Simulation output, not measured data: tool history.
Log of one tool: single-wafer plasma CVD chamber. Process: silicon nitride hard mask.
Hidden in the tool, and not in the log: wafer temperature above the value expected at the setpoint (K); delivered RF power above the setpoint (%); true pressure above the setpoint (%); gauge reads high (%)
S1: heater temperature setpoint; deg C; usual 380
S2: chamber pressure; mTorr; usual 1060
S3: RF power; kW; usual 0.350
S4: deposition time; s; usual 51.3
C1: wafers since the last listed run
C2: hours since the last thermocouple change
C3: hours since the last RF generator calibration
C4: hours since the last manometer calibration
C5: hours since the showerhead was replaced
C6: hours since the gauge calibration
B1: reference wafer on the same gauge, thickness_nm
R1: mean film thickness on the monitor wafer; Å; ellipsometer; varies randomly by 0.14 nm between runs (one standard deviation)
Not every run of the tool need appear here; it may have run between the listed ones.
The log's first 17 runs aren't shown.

run 18 hour=507.8 | S1=384 S2=1060 S3=0.305 S4=46.3 | C1=331 C2=2699.2 C3=374.9 C4=1059.0 C5=281.7 C6=787.3 | B1=58.401 | R1=465.19
run 19 hour=527.4 | S1=380 S2=1060 S3=0.385 S4=51.3 | C1=261 C2=2718.8 C3=394.5 C4=1078.6 C5=301.3 C6=806.9 | B1=58.398 | R1=581.56
-- hour=535.7 capacitance manometer re-zeroed and calibrated
run 20 hour=557.3 | S1=380 S2=1220 S3=0.300 S4=44.3 | C1=291 C2=2748.7 C3=424.4 C4=21.6 C5=331.2 C6=836.8 | B1=58.387 | R1=457.74
-- hour=559.3 gauge calibrated
-- hour=573.9 thermocouple changed; heater temperature recalibrated
run 21 hour=582.5 | S1=368 S2=1060 S3=0.350 S4=58.6 | C1=229 C2=8.6 C3=449.6 C4=46.8 C5=356.4 C6=23.2 | B1=58.459 | R1=630.76
run 22 hour=596.9 | S1=369 S2=1250 S3=0.415 S4=47.0 | C1=191 C2=23.0 C3=464.0 C4=61.2 C5=370.8 C6=37.6 | B1=58.407 | R1=580.25
run 23 hour=613.4 | S1=380 S2=1060 S3=0.350 S4=51.3 | C1=219 C2=39.5 C3=480.5 C4=77.7 C5=387.3 C6=54.1 | B1=58.386 | R1=547.67
run 24 hour=634.5 | S1=380 S2=1170 S3=0.350 S4=56.6 | C1=281 C2=60.6 C3=501.6 C4=98.8 C5=408.4 C6=75.2 | B1=58.405 | R1=622.03
run 25 hour=664.6 | S1=386 S2=900 S3=0.350 S4=58.8 | C1=401 C2=90.7 C3=531.7 C4=128.9 C5=438.5 C6=105.3 | B1=58.413 | R1=591.58
run 26 hour=685.4 | S1=380 S2=1060 S3=0.350 S4=55.4 | C1=277 C2=111.5 C3=552.5 C4=149.7 C5=459.3 C6=126.1 | B1=58.409 | R1=594.34
run 27 hour=712.3 | S1=380 S2=1060 S3=0.350 S4=51.3 | C1=358 C2=138.4 C3=579.4 C4=176.6 C5=486.2 C6=153.0 | B1=58.400 | R1=547.69
run 28 hour=727.7 | S1=374 S2=1060 S3=0.350 S4=48.4 | C1=205 C2=153.8 C3=594.8 C4=192.0 C5=501.6 C6=168.4 | B1=58.414 | R1=520.71
run 29 hour=763.7 | S1=380 S2=1060 S3=0.350 S4=51.3 | C1=479 C2=189.8 C3=630.8 C4=228.0 C5=537.6 C6=204.4 | B1=58.356 | R1=546.96
run 30 hour=781.0 | S1=380 S2=1310 S3=0.405 S4=51.3 | C1=230 C2=207.1 C3=648.1 C4=245.3 C5=554.9 C6=221.7 | B1=58.395 | R1=634.76

Forecast each of these 3 alternatives for the next run:
run A hour=781.4 | S1=380 S2=1060 S3=0.350 S4=42.5 | C1=5 C2=207.5 C3=648.5 C4=245.7 C5=555.3 C6=222.1 | B1=? | R1=?
run B hour=781.4 | S1=380 S2=1130 S3=0.350 S4=51.3 | C1=5 C2=207.5 C3=648.5 C4=245.7 C5=555.3 C6=222.1 | B1=? | R1=?
run C hour=781.4 | S1=370 S2=1180 S3=0.350 S4=51.3 | C1=5 C2=207.5 C3=648.5 C4=245.7 C5=555.3 C6=222.1 | B1=? | R1=?

run=A B1=58.406 R1=452.58
run=B B1=58.406 R1=557.68
run=C B1=58.406 R1=567.86
Without the tool's hidden state the same runs would have given:
run=A R1=451.07
run=B R1=555.82
run=C R1=566.10

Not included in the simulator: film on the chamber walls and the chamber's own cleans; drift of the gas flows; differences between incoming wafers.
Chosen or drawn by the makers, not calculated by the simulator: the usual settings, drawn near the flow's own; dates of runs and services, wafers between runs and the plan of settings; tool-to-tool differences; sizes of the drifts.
